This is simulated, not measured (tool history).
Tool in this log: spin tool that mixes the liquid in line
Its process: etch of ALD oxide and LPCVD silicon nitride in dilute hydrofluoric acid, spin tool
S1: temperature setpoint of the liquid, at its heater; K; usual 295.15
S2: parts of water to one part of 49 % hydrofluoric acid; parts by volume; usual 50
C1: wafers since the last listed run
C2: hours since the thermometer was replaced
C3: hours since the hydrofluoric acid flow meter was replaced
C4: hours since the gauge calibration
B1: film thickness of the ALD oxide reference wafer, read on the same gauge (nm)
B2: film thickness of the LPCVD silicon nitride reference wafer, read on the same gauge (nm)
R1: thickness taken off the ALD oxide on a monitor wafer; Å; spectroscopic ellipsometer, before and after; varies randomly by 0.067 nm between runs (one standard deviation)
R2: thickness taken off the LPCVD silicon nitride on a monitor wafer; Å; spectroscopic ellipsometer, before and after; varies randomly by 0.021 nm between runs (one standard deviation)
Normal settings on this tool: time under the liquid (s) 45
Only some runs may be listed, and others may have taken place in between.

Run 1, hour 0: usual settings but S1 298.15 K; C1 0; C2 1017.3; C3 273.8; C4 2072.2; B1 50; B2 120.017. Result: R1 137.2 Å, R2 5.28 Å.
Run 2, hour 37.2: usual settings; C1 601; C2 1054.5; C3 311; C4 2109.4; B1 49.97; B2 120.02. Result: R1 120.5 Å, R2 3.79 Å.
Run 3, hour 86.5: usual settings; C1 796; C2 1103.8; C3 360.3; C4 2158.7; B1 49.99; B2 119.998. Result: R1 119.7 Å, R2 3.76 Å.
Run 4, hour 190.8: usual settings but S2 65 parts by volume; C1 1685; C2 1208.1; C3 464.6; C4 2263; B1 50.01; B2 119.978. Result: R1 90.6 Å, R2 3.05 Å.
At hour 262.7: thermometer replaced.
Run 5, hour 297.7: usual settings but S1 293.65 K; C1 1711; C2 35; C3 571.5; C4 2369.9; B1 49.98; B2 120.008. Result: R1 112.6 Å, R2 3.82 Å.
Run 6, hour 357.8: usual settings but time under the liquid (s) 25; C1 971; C2 95.1; C3 631.6; C4 2430; B1 50.03; B2 119.997. Result: R1 66.3 Å, R2 2.07 Å.
Run 7, hour 448: usual settings but S2 60 parts by volume, time under the liquid (s) 35; C1 1457; C2 185.3; C3 721.8; C4 2520.2; B1 50; B2 119.998. Result: R1 76.6 Å, R2 2.35 Å.
Run 8, hour 528.7: usual settings but S1 299.15 K, S2 30 parts by volume; C1 1304; C2 266; C3 802.5; C4 2600.9; B1 49.99; B2 120.021. Result: R1 238.2 Å, R2 8.54 Å.
Run 9, hour 624.4: usual settings but S1 290.65 K, S2 30 parts by volume; C1 1546; C2 361.7; C3 898.2; C4 2696.6; B1 50; B2 119.99. Result: R1 167.7 Å, R2 4.49 Å.
Run 10, hour 699.3: usual settings but S1 298.15 K, S2 60 parts by volume, time under the liquid (s) 65; C1 1210; C2 436.6; C3 973.1; C4 2771.5; B1 49.98; B2 120.005. Result: R1 160 Å, R2 5.68 Å.
Run 11, hour 767.3: usual settings but S1 290.15 K, S2 60 parts by volume, time under the liquid (s) 65; C1 1099; C2 504.6; C3 1041.1; C4 2839.5; B1 49.99; B2 120.02. Result: R1 115.1 Å, R2 3.49 Å.
Run 12, hour 845.9: usual settings; C1 1270; C2 583.2; C3 1119.7; C4 2918.1; B1 50; B2 119.997. Result: R1 118.2 Å, R2 3.91 Å.
Run 13, hour 950.4: usual settings but S2 70 parts by volume; C1 1689; C2 687.7; C3 1224.2; C4 3022.6; B1 49.99; B2 120.039. Result: R1 81.9 Å, R2 2.81 Å.
Run 14, hour 1012.4: usual settings but time under the liquid (s) 40; C1 1002; C2 749.7; C3 1286.2; C4 3084.6; B1 50; B2 120.007. Result: R1 104.6 Å, R2 3.31 Å.
Run 15, hour 1112.3: usual settings but S1 297.65 K; C1 1614; C2 849.6; C3 1386.1; C4 3184.5; B1 50.02; B2 119.978. Result: R1 129.7 Å, R2 4.61 Å.
Run 16, hour 1167.5: usual settings but S1 290.65 K; C1 892; C2 904.8; C3 1441.3; C4 3239.7; B1 49.99; B2 119.993. Result: R1 97.1 Å, R2 2.91 Å.
Run 17, hour 1270.9: usual settings but S1 291.65 K, time under the liquid (s) 65; C1 1671; C2 1008.2; C3 1544.7; C4 3343.1; B1 50.01; B2 119.993. Result: R1 145.1 Å, R2 4.29 Å.
Run 18, hour 1322.7: usual settings but S1 291.15 K, time under the liquid (s) 65; C1 837; C2 1060; C3 1596.5; C4 3394.9; B1 49.99; B2 119.999. Result: R1 142.6 Å, R2 4.31 Å.
At hour 1461.4: gauge calibrated.
Run 19, hour 1605.3: usual settings but S1 299.15 K, S2 30 parts by volume, time under the liquid (s) 65; C1 4567; C2 1342.6; C3 1879.1; C4 143.9; B1 49.99; B2 119.994. Result: R1 334.8 Å, R2 10.63 Å.
Run 20, hour 1664.8: usual settings but time under the liquid (s) 55; C1 961; C2 1402.1; C3 1938.6; C4 203.4; B1 50; B2 119.985. Result: R1 141 Å, R2 4.53 Å.
At hour 1685.7: hydrofluoric acid flow meter replaced.
Run 21, hour 1756.8: usual settings but S1 293.15 K; C1 1470; C2 1494.1; C3 71.1; C4 295.4; B1 50; B2 120.015. Result: R1 110.7 Å, R2 3.44 Å.
Run 22, hour 1833.3: usual settings; C1 1236; C2 1570.6; C3 147.6; C4 371.9; B1 50.01; B2 120.015. Result: R1 120.4 Å, R2 3.94 Å.
At hour 1927.9: thermometer replaced.
Run 23, hour 1938.6: usual settings but time under the liquid (s) 35; C1 1685; C2 10.7; C3 252.9; C4 477.2; B1 50.02; B2 120.006. Result: R1 93.6 Å, R2 3.06 Å.
Run 24, hour 2011.7: usual settings but S2 40 parts by volume, time under the liquid (s) 25; C1 1181; C2 83.8; C3 326; C4 550.3; B1 50.01; B2 120.012. Result: R1 85.1 Å, R2 2.89 Å.
Run 25, hour 2103.6: usual settings but S1 299.65 K; C1 1485; C2 175.7; C3 417.9; C4 642.2; B1 50; B2 119.995. Result: R1 144.7 Å, R2 5.09 Å.
Run 26, hour 2170.2: usual settings; C1 1076; C2 242.3; C3 484.5; C4 708.8; B1 50.02; B2 120.008. Result: R1 120.2 Å, R2 4.18 Å.
Run 27, hour 2276.8: usual settings but S2 60 parts by volume; C1 1722; C2 348.9; C3 591.1; C4 815.4; B1 50; B2 120.009. Result: R1 98 Å, R2 2.92 Å.

Each row is a separate what-if for the run after 27, all from the same tool condition, not one after another. Results?
Run A, hour 2277.2: usual settings but S2 40 parts by volume; C1 6; C2 349.3; C3 591.5; C4 815.8; B1 ?; B2 ?. Result: R1 ?, R2 ?.
Run B, hour 2277.2: usual settings but time under the liquid (s) 60; C1 6; C2 349.3; C3 591.5; C4 815.8; B1 ?; B2 ?. Result: R1 ?, R2 ?.
Run C, hour 2277.2: usual settings but S2 30 parts by volume; C1 6; C2 349.3; C3 591.5; C4 815.8; B1 ?; B2 ?. Result: R1 ?, R2 ?.

run     B1       B2     R1    R2
  A  50.01  119.992    151  4.84
  B  50.01  119.992    159  5.19
  C  50.01  119.992  203.9   6.4
What these runs would have given with no unlogged condition in the tool:
run     R1    R2
  A  153.8  4.92
  B    162  5.28
  C  207.7   6.5

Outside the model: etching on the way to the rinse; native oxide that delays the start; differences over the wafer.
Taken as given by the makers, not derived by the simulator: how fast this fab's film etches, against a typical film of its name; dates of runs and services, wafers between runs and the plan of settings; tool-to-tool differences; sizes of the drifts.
